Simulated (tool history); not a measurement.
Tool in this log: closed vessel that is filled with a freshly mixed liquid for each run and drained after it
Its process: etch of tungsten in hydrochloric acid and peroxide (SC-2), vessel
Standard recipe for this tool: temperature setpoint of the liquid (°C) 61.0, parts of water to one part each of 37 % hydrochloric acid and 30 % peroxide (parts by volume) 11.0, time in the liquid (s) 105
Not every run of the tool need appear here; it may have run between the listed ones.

run	hour	temperature setpoint of the liquid (°C)	parts of water to one part each of 37 % hydrochloric acid and 30 % peroxide (parts by volume)	time in the liquid (s)	read-back film thickness of the tungsten reference wafer, read on the same gauge (nm)	thickness taken off the tungsten on a monitor wafer (Å)
1	0.0	61.0	11.0	105	70.04	574.9
2	21.6	61.0	11.0	105	70.01	574.0
3	49.1	61.0	11.0	105	70.00	579.1
4	76.0	61.0	11.0	105	70.01	579.4
5	89.9	55.5	11.0	105	69.96	408.8
6	116.9	55.5	11.0	105	70.00	405.1
7	136.2	55.5	11.0	105	70.03	408.9
8	148.6	61.0	11.0	105	70.03	576.9
9	174.9	61.0	11.0	105	70.00	579.2
10	191.2	52.5	13.5	105	70.01	283.3
11	205.6	51.0	15.5	70	70.00	151.8
# hour 217.1: thermometer replaced
# hour 223.8: chemicals flow meter replaced
12	228.8	52.0	11.0	105	70.00	309.2
13	240.8	61.0	11.0	105	70.01	551.6
14	272.1	61.0	5.5	130	70.01	1174.5
15	296.1	67.0	16.5	145	69.99	776.7
16	315.6	61.0	11.0	165	70.05	868.2
17	331.2	55.0	11.0	105	70.01	374.6
18	354.3	61.0	11.0	105	70.01	550.8
19	381.6	61.0	11.0	105	70.01	548.0
20	399.9	61.0	11.0	105	70.01	549.5
21	412.0	61.0	11.0	105	70.04	552.7
# hour 424.8: new drum of peroxide connected
22	426.9	61.0	11.0	105	70.01	553.0
23	456.5	58.5	9.0	75	70.02	399.7
24	480.9	61.0	6.5	105	70.00	844.7
25	514.2	61.0	11.0	45	69.98	236.5
26	548.6	61.0	9.0	105	70.01	657.7
27	565.5	61.0	6.0	105	69.98	900.3
28	584.4	68.5	12.5	105	69.99	781.0
29	605.4	61.0	11.0	105	69.98	554.7
30	623.3	65.0	11.0	155	69.97	1043.6

Some steps in thickness taken off the tungsten on a monitor wafer (Å), run to run, broken into two amounts with sign: the step expected even without the hidden condition (settings, incoming material, random variation), and the rest, left for the hidden condition together with whatever gauge scatter is not in both the measured and the hidden-condition-free result:
Hidden state at play: liquid hotter than its thermometer reads (K); chemicals flow above the setpoint (%); peroxide weaker than its label (%); gauge reads high (%).
Run 4 -> 5: temperature setpoint of the liquid (°C) 61.0 -> 55.5. thickness taken off the tungsten on a monitor wafer (Å) -170.6: hidden state -8.5, all else -162.1.
Run 7 -> 8: temperature setpoint of the liquid (°C) 55.5 -> 61.0. thickness taken off the tungsten on a monitor wafer (Å) +168.0: hidden state +8.6, all else +159.4.
Run 9 -> 10: temperature setpoint of the liquid (°C) 61.0 -> 52.5, parts of water to one part each of 37 % hydrochloric acid and 30 % peroxide (parts by volume) 11.0 -> 13.5. thickness taken off the tungsten on a monitor wafer (Å) -295.9: hidden state -15.7, all else -280.2.
Run 13 -> 14: parts of water to one part each of 37 % hydrochloric acid and 30 % peroxide (parts by volume) 11.0 -> 5.5, time in the liquid (s) 105 -> 130. thickness taken off the tungsten on a monitor wafer (Å) +622.9: hidden state +4.6, all else +618.3.
Run 16 -> 17: temperature setpoint of the liquid (°C) 61.0 -> 55.0, time in the liquid (s) 165 -> 105. thickness taken off the tungsten on a monitor wafer (Å) -493.6: hidden state -3.8, all else -489.8.
Run 24 -> 25: parts of water to one part each of 37 % hydrochloric acid and 30 % peroxide (parts by volume) 6.5 -> 11.0, time in the liquid (s) 105 -> 45. thickness taken off the tungsten on a monitor wafer (Å) -608.2: hidden state -6.6, all else -601.6.

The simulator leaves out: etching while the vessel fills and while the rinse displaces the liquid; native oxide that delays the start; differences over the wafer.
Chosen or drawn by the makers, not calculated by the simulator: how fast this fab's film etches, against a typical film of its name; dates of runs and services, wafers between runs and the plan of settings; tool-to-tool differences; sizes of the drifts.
